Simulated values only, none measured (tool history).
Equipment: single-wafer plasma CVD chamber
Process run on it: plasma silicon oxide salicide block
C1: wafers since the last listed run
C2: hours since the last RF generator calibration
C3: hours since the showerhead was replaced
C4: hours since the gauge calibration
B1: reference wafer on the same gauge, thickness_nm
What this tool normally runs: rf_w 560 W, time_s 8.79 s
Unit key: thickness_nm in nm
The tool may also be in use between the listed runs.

{"run": 1, "hour": 0.0, "rf_w": 560, "time_s": 7.89, "C1": 0, "C2": 1080.3, "C3": 7372.0, "C4": 368.8, "B1": 72.534, "thickness_nm": 75.46}
{"run": 2, "hour": 36.0, "rf_w": 560, "time_s": 7.89, "C1": 1772, "C2": 1116.3, "C3": 7408.0, "C4": 404.8, "B1": 72.534, "thickness_nm": 74.972}
{"run": 3, "hour": 79.9, "rf_w": 560, "time_s": 7.89, "C1": 2161, "C2": 1160.2, "C3": 7451.9, "C4": 448.7, "B1": 72.529, "thickness_nm": 74.503}
{"run": 4, "hour": 150.7, "rf_w": 560, "time_s": 8.79, "C1": 3486, "C2": 1231.0, "C3": 7522.7, "C4": 519.5, "B1": 72.609, "thickness_nm": 83.056}
{"run": 5, "hour": 213.8, "rf_w": 560, "time_s": 8.79, "C1": 3107, "C2": 1294.1, "C3": 7585.8, "C4": 582.6, "B1": 72.568, "thickness_nm": 82.577}
{"run": 6, "hour": 252.6, "rf_w": 560, "time_s": 8.79, "C1": 1910, "C2": 1332.9, "C3": 7624.6, "C4": 621.4, "B1": 72.571, "thickness_nm": 82.317}
{"run": 7, "hour": 324.4, "rf_w": 560, "time_s": 8.79, "C1": 3535, "C2": 1404.7, "C3": 7696.4, "C4": 693.2, "B1": 72.666, "thickness_nm": 83.16}
{"hour": 385.9, "done": "RF generator calibrated"}
{"run": 8, "hour": 386.4, "rf_w": 560, "time_s": 8.79, "C1": 2659, "C2": 0.5, "C3": 7758.4, "C4": 755.2, "B1": 72.537, "thickness_nm": 85.99}
{"run": 9, "hour": 424.9, "rf_w": 560, "time_s": 8.79, "C1": 1896, "C2": 39.0, "C3": 7796.9, "C4": 793.7, "B1": 72.724, "thickness_nm": 86.403}
{"hour": 437.4, "done": "showerhead replaced"}
{"run": 10, "hour": 492.9, "rf_w": 560, "time_s": 8.79, "C1": 2954, "C2": 107.0, "C3": 55.5, "C4": 861.7, "B1": 72.688, "thickness_nm": 85.395}
{"run": 11, "hour": 540.2, "rf_w": 605, "time_s": 7.57, "C1": 2329, "C2": 154.3, "C3": 102.8, "C4": 909.0, "B1": 72.558, "thickness_nm": 76.477}
{"run": 12, "hour": 583.6, "rf_w": 665, "time_s": 9.92, "C1": 2137, "C2": 197.7, "C3": 146.2, "C4": 952.4, "B1": 72.542, "thickness_nm": 103.756}
{"run": 13, "hour": 628.1, "rf_w": 595, "time_s": 9.73, "C1": 2191, "C2": 242.2, "C3": 190.7, "C4": 996.9, "B1": 72.597, "thickness_nm": 97.217}
{"hour": 630.8, "done": "gauge calibrated"}
{"run": 14, "hour": 652.6, "rf_w": 590, "time_s": 9.54, "C1": 1206, "C2": 266.7, "C3": 215.2, "C4": 21.8, "B1": 72.561, "thickness_nm": 95.021}
{"run": 15, "hour": 718.8, "rf_w": 560, "time_s": 8.79, "C1": 3260, "C2": 332.9, "C3": 281.4, "C4": 88.0, "B1": 72.665, "thickness_nm": 85.445}
{"run": 16, "hour": 744.5, "rf_w": 465, "time_s": 9.36, "C1": 1265, "C2": 358.6, "C3": 307.1, "C4": 113.7, "B1": 72.602, "thickness_nm": 84.078}
{"run": 17, "hour": 782.5, "rf_w": 560, "time_s": 9.27, "C1": 1871, "C2": 396.6, "C3": 345.1, "C4": 151.7, "B1": 72.649, "thickness_nm": 90.422}
{"run": 18, "hour": 830.4, "rf_w": 525, "time_s": 10.05, "C1": 2358, "C2": 444.5, "C3": 393.0, "C4": 199.6, "B1": 72.644, "thickness_nm": 95.077}
{"run": 19, "hour": 896.7, "rf_w": 505, "time_s": 10.43, "C1": 3265, "C2": 510.8, "C3": 459.3, "C4": 265.9, "B1": 72.607, "thickness_nm": 96.914}
{"run": 20, "hour": 923.9, "rf_w": 560, "time_s": 8.79, "C1": 1339, "C2": 538.0, "C3": 486.5, "C4": 293.1, "B1": 72.632, "thickness_nm": 84.998}

Forecast each of these 5 alternatives for the next run:
{"run": "A", "hour": 924.3, "rf_w": 560, "time_s": 7.13, "C1": 19, "C2": 538.4, "C3": 486.9, "C4": 293.5, "B1": "?", "thickness_nm": "?"}
{"run": "B", "hour": 924.3, "rf_w": 450, "time_s": 7.4, "C1": 19, "C2": 538.4, "C3": 486.9, "C4": 293.5, "B1": "?", "thickness_nm": "?"}
{"run": "C", "hour": 924.3, "rf_w": 480, "time_s": 10.08, "C1": 19, "C2": 538.4, "C3": 486.9, "C4": 293.5, "B1": "?", "thickness_nm": "?"}
{"run": "D", "hour": 924.3, "rf_w": 620, "time_s": 7.49, "C1": 19, "C2": 538.4, "C3": 486.9, "C4": 293.5, "B1": "?", "thickness_nm": "?"}
{"run": "E", "hour": 924.3, "rf_w": 655, "time_s": 9.98, "C1": 19, "C2": 538.4, "C3": 486.9, "C4": 293.5, "B1": "?", "thickness_nm": "?"}

run=A B1=72.623 thickness_nm=68.799
run=B B1=72.623 thickness_nm=65.281
run=C B1=72.623 thickness_nm=91.378
run=D B1=72.623 thickness_nm=75.188
run=E B1=72.623 thickness_nm=102.297
The same runs, with their run-to-run variation unchanged, on a tool lacking any hidden condition would have given:
run=A thickness_nm=69.738
run=B thickness_nm=66.172
run=C thickness_nm=92.625
run=D thickness_nm=76.214
run=E thickness_nm=103.693

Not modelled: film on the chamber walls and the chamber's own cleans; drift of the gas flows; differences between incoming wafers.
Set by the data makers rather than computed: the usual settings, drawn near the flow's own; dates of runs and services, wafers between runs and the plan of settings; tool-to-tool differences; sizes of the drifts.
